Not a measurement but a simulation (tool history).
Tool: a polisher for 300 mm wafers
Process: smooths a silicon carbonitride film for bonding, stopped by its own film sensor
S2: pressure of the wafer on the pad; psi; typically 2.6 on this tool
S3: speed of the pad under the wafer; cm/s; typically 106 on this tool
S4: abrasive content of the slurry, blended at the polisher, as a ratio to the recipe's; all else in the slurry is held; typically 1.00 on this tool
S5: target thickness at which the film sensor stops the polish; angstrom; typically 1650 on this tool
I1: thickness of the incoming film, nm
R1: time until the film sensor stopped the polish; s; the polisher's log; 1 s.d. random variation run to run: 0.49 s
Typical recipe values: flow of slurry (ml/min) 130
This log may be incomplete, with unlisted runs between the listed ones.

Run 1, hour 0.0: usual settings; I1 186.9. Result: R1 59.0 s.
Run 2, hour 32.3: usual settings; I1 189.6. Result: R1 65.2 s.
Run 3, hour 50.2: usual settings; I1 189.3. Result: R1 65.1 s.
Run 4, hour 74.2: usual settings; I1 191.0. Result: R1 70.9 s.
At hour 88.9: worn pad replaced by a new one.
Run 5, hour 102.6: usual settings; I1 190.9. Result: R1 69.4 s.
Run 6, hour 125.3: usual settings; I1 193.2. Result: R1 77.2 s.
Run 7, hour 140.3: usual settings; I1 186.9. Result: R1 59.4 s.
Run 8, hour 153.1: usual settings; I1 188.6. Result: R1 65.5 s.
Run 9, hour 186.4: usual settings; I1 191.9. Result: R1 75.5 s.
At hour 190.2: slurry blender recalibrated.
At hour 209.6: worn pad replaced by a new one.
Run 10, hour 210.1: usual settings; I1 191.3. Result: R1 74.8 s.
Run 11, hour 224.7: usual settings; I1 190.1. Result: R1 72.1 s.
Run 12, hour 252.4: usual settings; I1 192.7. Result: R1 81.4 s.
At hour 271.9: slurry nozzle cleaned.
Run 13, hour 274.2: usual settings; I1 192.3. Result: R1 72.4 s.
Run 14, hour 294.2: usual settings but flow of slurry (ml/min) 150, S2 3.2 psi, S4 0.85; I1 192.1. Result: R1 63.8 s.
At hour 304.5: worn pad replaced by a new one.
Run 15, hour 323.3: usual settings but S2 3.4 psi, S3 88 cm/s, S5 1680 angstrom; I1 189.3. Result: R1 49.6 s.
At hour 330.5: head pressure recalibrated.
Run 16, hour 369.5: usual settings but S3 144 cm/s, S4 0.90; I1 191.0. Result: R1 52.2 s.
Run 17, hour 389.8: usual settings but S4 1.25, S5 1590 angstrom; I1 189.6. Result: R1 62.8 s.
At hour 407.5: worn pad replaced by a new one.
Run 18, hour 448.2: usual settings but S2 2.2 psi; I1 188.6. Result: R1 66.8 s.
Run 19, hour 461.5: usual settings but S3 140 cm/s, S5 1610 angstrom; I1 193.1. Result: R1 62.5 s.
Run 20, hour 477.9: usual settings; I1 190.0. Result: R1 61.2 s.

The logged runs with the hidden state left out (each run's random variation unchanged):
The hidden state here: removal rate lost through wear of the pad, %; slurry flow missing at the pad, %; deviation of the head's pressure from its setpoint, %; abrasive missing from the slurry, %.
run    R1
  1  50.1
  2  55.0
  3  54.6
  4  59.1
  5  57.4
  6  63.3
  7  48.5
  8  53.2
  9  60.5
 10  59.3
 11  56.7
 12  63.1
 13  62.5
 14  55.1
 15  42.7
 16  50.2
 17  59.9
 18  62.3
 19  58.1
 20  56.5
